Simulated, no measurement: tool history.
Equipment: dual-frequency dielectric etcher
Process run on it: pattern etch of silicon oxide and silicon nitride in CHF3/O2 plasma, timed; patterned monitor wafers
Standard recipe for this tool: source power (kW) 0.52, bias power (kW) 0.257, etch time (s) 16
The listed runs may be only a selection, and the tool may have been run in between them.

| run | day | source power (kW) | bias power (kW) | etch time (s) | read-back reference wafer on the same gauge, depth_nm | mean etch depth across the wafer (Å) |
|---|---|---|---|---|---|---|
| 1 | 0 | 0.49 | 0.257 | 16 | 24.3 | 246.6 |
|  | 1.267 | wet clean of the chamber |
| 2 | 2.821 | 0.49 | 0.257 | 16 | 24.31 | 246.1 |
| 3 | 4.071 | 0.52 | 0.272 | 16 | 24.3 | 256.5 |
| 4 | 6.838 | 0.52 | 0.272 | 16 | 24.3 | 253.7 |
| 5 | 8.979 | 0.52 | 0.272 | 16 | 24.31 | 256 |
| 6 | 11.271 | 0.52 | 0.257 | 16 | 24.32 | 251.1 |
| 7 | 14 | 0.52 | 0.257 | 13 | 24.27 | 205.6 |
|  | 16.275 | upper electrode replaced |
| 8 | 16.296 | 0.52 | 0.257 | 13 | 24.31 | 204.9 |
| 9 | 17.442 | 0.52 | 0.257 | 13 | 24.32 | 202.7 |
|  | 18.921 | bias power generator calibrated |
| 10 | 19.783 | 0.58 | 0.257 | 16 | 24.31 | 251.4 |
| 11 | 20.821 | 0.52 | 0.257 | 16 | 24.33 | 241.3 |
|  | 25.846 | wet clean of the chamber |
|  | 25.858 | bias power generator calibrated, repeated, since the last time left the tool worse |
| 12 | 26.317 | 0.52 | 0.257 | 16 | 24.29 | 245.3 |
| 13 | 29.029 | 0.62 | 0.194 | 19 | 24.31 | 282 |
|  | 29.479 | source power generator calibrated |
|  | 30.104 | gauge calibrated |
| 14 | 30.183 | 0.46 | 0.294 | 21 | 24.31 | 330.5 |
| 15 | 32.154 | 0.52 | 0.224 | 16 | 24.3 | 234.6 |
| 16 | 33.288 | 0.52 | 0.257 | 16 | 24.31 | 247.8 |
| 17 | 36.262 | 0.63 | 0.257 | 17.5 | 24.31 | 290.3 |
| 18 | 38.712 | 0.42 | 0.208 | 16 | 24.35 | 208.8 |
| 19 | 40.475 | 0.52 | 0.257 | 19.5 | 24.3 | 302.8 |
| 20 | 41.754 | 0.42 | 0.211 | 19 | 24.29 | 252 |
| 21 | 44 | 0.52 | 0.257 | 16 | 24.3 | 248.6 |
| 22 | 46.854 | 0.52 | 0.257 | 16 | 24.31 | 248.6 |
| 23 | 47.929 | 0.52 | 0.22 | 13 | 24.29 | 188.6 |
|  | 50.254 | wet clean of the chamber |
| 24 | 50.275 | 0.4 | 0.287 | 14 | 24.28 | 206.4 |
| 25 | 51.858 | 0.52 | 0.289 | 11.5 | 24.3 | 187 |

Run by run, hidden condition taken away, random variation retained:
Hidden state at play: etch rate over this chamber's usual, %; source power that arrives over what is set, %; bias power that arrives over what is set, %; gauge reads high (%).
| run | mean etch depth across the wafer (Å) |
|---|---|
| 1 | 243.9 |
| 2 | 243.3 |
| 3 | 253.6 |
| 4 | 250.7 |
| 5 | 252.9 |
| 6 | 247.9 |
| 7 | 202.9 |
| 8 | 202.2 |
| 9 | 200 |
| 10 | 258.1 |
| 11 | 247.8 |
| 12 | 245.6 |
| 13 | 282.1 |
| 14 | 330.7 |
| 15 | 234.7 |
| 16 | 247.7 |
| 17 | 290.2 |
| 18 | 208.7 |
| 19 | 302.4 |
| 20 | 251.7 |
| 21 | 248.2 |
| 22 | 248.1 |
| 23 | 188.2 |
| 24 | 205.8 |
| 25 | 186.5 |
